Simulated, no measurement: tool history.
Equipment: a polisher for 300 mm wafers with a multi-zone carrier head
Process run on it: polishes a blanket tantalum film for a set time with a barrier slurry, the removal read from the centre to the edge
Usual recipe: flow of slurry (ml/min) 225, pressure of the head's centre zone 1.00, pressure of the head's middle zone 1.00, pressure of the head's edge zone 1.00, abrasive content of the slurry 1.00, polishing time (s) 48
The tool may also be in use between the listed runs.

run   hour  flow of slurry (ml/min)  pressure of the head's centre zone  pressure of the head's middle zone  pressure of the head's edge zone  abrasive content of the slurry  polishing time (s)  wafers since the last listed run  wafers polished on this pad  hours since the slurry nozzle was cleaned  hours since the centre zone pressure was calibrated  hours since the edge zone pressure was calibrated  hours since the carrier head's membrane was replaced  incoming thickness of the incoming film, nm  film removed at the wafer's centre (angstrom)  film removed at mid-radius (angstrom)  film removed at the wafer's edge (angstrom)
  1    0.0                      225                                1.05                                1.00                              0.91                            1.00                  48                                 0                            4                                       74.7                                                124.8                                              163.2                                                 555.1                                        323.0                                            969                                    937                                          903
      28.0  -- carrier head's membrane replaced by a new one
  2   28.5                      225                                1.05                                1.00                              0.91                            1.00                  48                               177                          181                                      103.2                                                153.3                                              191.7                                                   0.5                                        323.9                                            955                                    950                                          894
  3   42.5                      225                                1.00                                1.00                              1.00                            1.00                  48                               105                          287                                      117.2                                                167.3                                              205.7                                                  14.5                                        312.6                                            932                                    927                                          940
  4   59.8                      225                                1.00                                1.00                              1.12                            1.00                  48                               130                          418                                      134.5                                                184.6                                              223.0                                                  31.8                                        319.1                                            924                                    931                                          975
  5   93.0                      225                                1.00                                1.04                              1.00                            1.00                  48                               251                          670                                      167.7                                                217.8                                              256.2                                                  65.0                                        323.2                                            915                                    955                                          923
  6  112.8                      225                                1.00                                0.96                              1.00                            0.85                  48                               149                          820                                      187.5                                                237.6                                              276.0                                                  84.8                                        319.7                                            841                                    826                                          839
  7  131.1                      225                                1.00                                1.00                              1.00                            0.90                  48                               138                          958                                      205.8                                                255.9                                              294.3                                                 103.1                                        326.2                                            863                                    884                                          881
  8  155.2                      225                                1.00                                1.00                              1.00                            1.00                  48                               182                         1141                                      229.9                                                280.0                                              318.4                                                 127.2                                        317.1                                            907                                    899                                          911
     159.3  -- edge zone pressure recalibrated
  9  179.6                      225                                0.89                                1.08                              1.00                            1.00                  48                               169                         1310                                      254.3                                                304.4                                               20.3                                                 151.6                                        320.2                                            782                                    929                                          889
     241.7  -- worn pad replaced by a new one
     265.5  -- centre zone pressure recalibrated
 10  278.3                      225                                1.00                                1.00                              1.00                            1.00                  48                               701                          261                                      353.0                                                 12.8                                              119.0                                                 250.3                                        322.1                                            929                                    940                                          933
     348.8  -- slurry nozzle cleaned
 11  370.1                      225                                1.05                                1.00                              1.00                            1.00                  58                               687                          949                                       21.3                                                104.6                                              210.8                                                 342.1                                        317.6                                           1156                                   1097                                         1097
 12  417.3                      225                                1.00                                1.00                              1.00                            0.85                  60                               357                         1306                                       68.5                                                151.8                                              258.0                                                 389.3                                        318.6                                           1014                                   1027                                         1033
 13  434.7                      165                                1.06                                1.00                              1.12                            1.10                  48                               131                         1438                                       85.9                                                169.2                                              275.4                                                 406.7                                        320.5                                            935                                    903                                          929
 14  458.5                      225                                1.00                                1.00                              1.00                            1.00                  33                               180                         1618                                      109.7                                                193.0                                              299.2                                                 430.5                                        318.3                                            595                                    598                                          595
     476.0  -- worn pad replaced by a new one
 15  477.1                      275                                1.00                                1.06                              1.00                            1.00                  34                               110                            8                                      128.3                                                211.6                                              317.8                                                 449.1                                        313.6                                            667                                    697                                          660
     511.5  -- edge zone pressure recalibrated
 16  545.2                      225                                1.00                                1.00                              1.00                            1.00                  48                               500                          508                                      196.4                                                279.7                                               33.7                                                 517.2                                        316.7                                            912                                    931                                          918
 17  563.0                      225                                1.00                                1.00                              1.00                            1.00                  48                               134                          643                                      214.2                                                297.5                                               51.5                                                 535.0                                        319.3                                            904                                    931                                          927
     600.0  -- carrier head's membrane replaced by a new one
 18  600.5                      200                                1.05                                1.00                              1.00                            1.00                  48                               246                          889                                      251.7                                                335.0                                               89.0                                                   0.5                                        312.9                                            932                                    908                                          908
 19  608.1                      260                                0.96                                1.00                              1.00                            1.00                  48                                57                          946                                      259.3                                                342.6                                               96.6                                                   8.1                                        322.0                                            856                                    915                                          911
 20  621.8                      225                                1.00                                1.00                              1.00                            1.00                  48                               103                         1050                                      273.0                                                356.3                                              110.3                                                  21.8                                        317.6                                            893                                    882                                          894
 21  641.3                      225                                1.11                                0.92                              0.95                            1.00                  48                               147                         1198                                      292.5                                                375.8                                              129.8                                                  41.3                                        321.0                                            976                                    849                                          867

Some steps in film removed at the wafer's centre (angstrom), run to run, broken into two amounts with sign: the step expected even without the hidden condition (settings, incoming material, random variation), and the rest, left for the hidden condition together with whatever gauge scatter is not in both the measured and the hidden-condition-free result:
The hidden state here: removal rate lost through wear of the pad, %; slurry flow missing at the pad, %; deviation of the centre zone's pressure from its setpoint, %; deviation of the edge zone's pressure from its setpoint, %.
Run 9 -> 10: pressure of the head's centre zone 0.89 -> 1.00, pressure of the head's middle zone 1.08 -> 1.00, worn pad replaced by a new one, centre zone pressure recalibrated. film removed at the wafer's centre (angstrom) +147: hidden state +35, all else +112.
Run 13 -> 14: flow of slurry (ml/min) 165 -> 225, pressure of the head's centre zone 1.06 -> 1.00, pressure of the head's edge zone 1.12 -> 1.00, abrasive content of the slurry 1.10 -> 1.00, polishing time (s) 48 -> 33. film removed at the wafer's centre (angstrom) -340: hidden state +10, all else -350.
Run 14 -> 15: flow of slurry (ml/min) 225 -> 275, pressure of the head's middle zone 1.00 -> 1.06, polishing time (s) 33 -> 34, worn pad replaced by a new one. film removed at the wafer's centre (angstrom) +72: hidden state +40, all else +32.
Run 15 -> 16: flow of slurry (ml/min) 275 -> 225, pressure of the head's middle zone 1.06 -> 1.00, polishing time (s) 34 -> 48, edge zone pressure recalibrated. film removed at the wafer's centre (angstrom) +245: hidden state -8, all else +253.

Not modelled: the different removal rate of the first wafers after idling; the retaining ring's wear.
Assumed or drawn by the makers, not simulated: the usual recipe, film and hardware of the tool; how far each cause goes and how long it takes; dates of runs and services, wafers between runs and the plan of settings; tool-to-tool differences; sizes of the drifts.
